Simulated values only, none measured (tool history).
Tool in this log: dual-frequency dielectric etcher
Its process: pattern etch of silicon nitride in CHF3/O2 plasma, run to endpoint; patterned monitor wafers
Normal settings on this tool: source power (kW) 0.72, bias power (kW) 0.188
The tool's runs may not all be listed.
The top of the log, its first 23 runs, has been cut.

run   hour  source power (kW)  bias power (kW)  incoming incoming film thickness, nm  endpoint time (s)
 24  644.1               0.72            0.231                                  81.9               47.5
 25  656.5               0.85            0.149                                  80.6               51.8
 26  718.9               0.72            0.188                                  81.7               51.6
 27  753.6                0.8            0.225                                  81.7               47.2
 28    784               0.72            0.188                                  81.5               51.6
 29  797.2               0.57            0.143                                  82.6               61.3
 30    826               0.85            0.157                                  81.7               52.4
 31  855.9               0.62            0.231                                  81.8               50.1
 32  883.6               0.72             0.22                                  81.2               49.1
 33  898.9               0.66            0.221                                  81.6                 51
 34  916.1               0.61            0.188                                  80.9                 55
 35  937.1               0.88            0.167                                    81               51.1
 36    951               0.72            0.188                                  81.1               52.9

3 options for the next run, each taken on its own from the tool as it stands now. Forecast them:
  A  951.4               0.72            0.188                                  82.1                  ?
  B  951.4               0.88            0.142                                  82.1                  ?
  C  951.4                0.8            0.144                                  82.1                  ?

run  endpoint time (s)
  A               53.3
  B               55.4
  C               56.7
Without the tool's hidden state the same runs would have given:
run  endpoint time (s)
  A               51.1
  B               53.2
  C               54.4
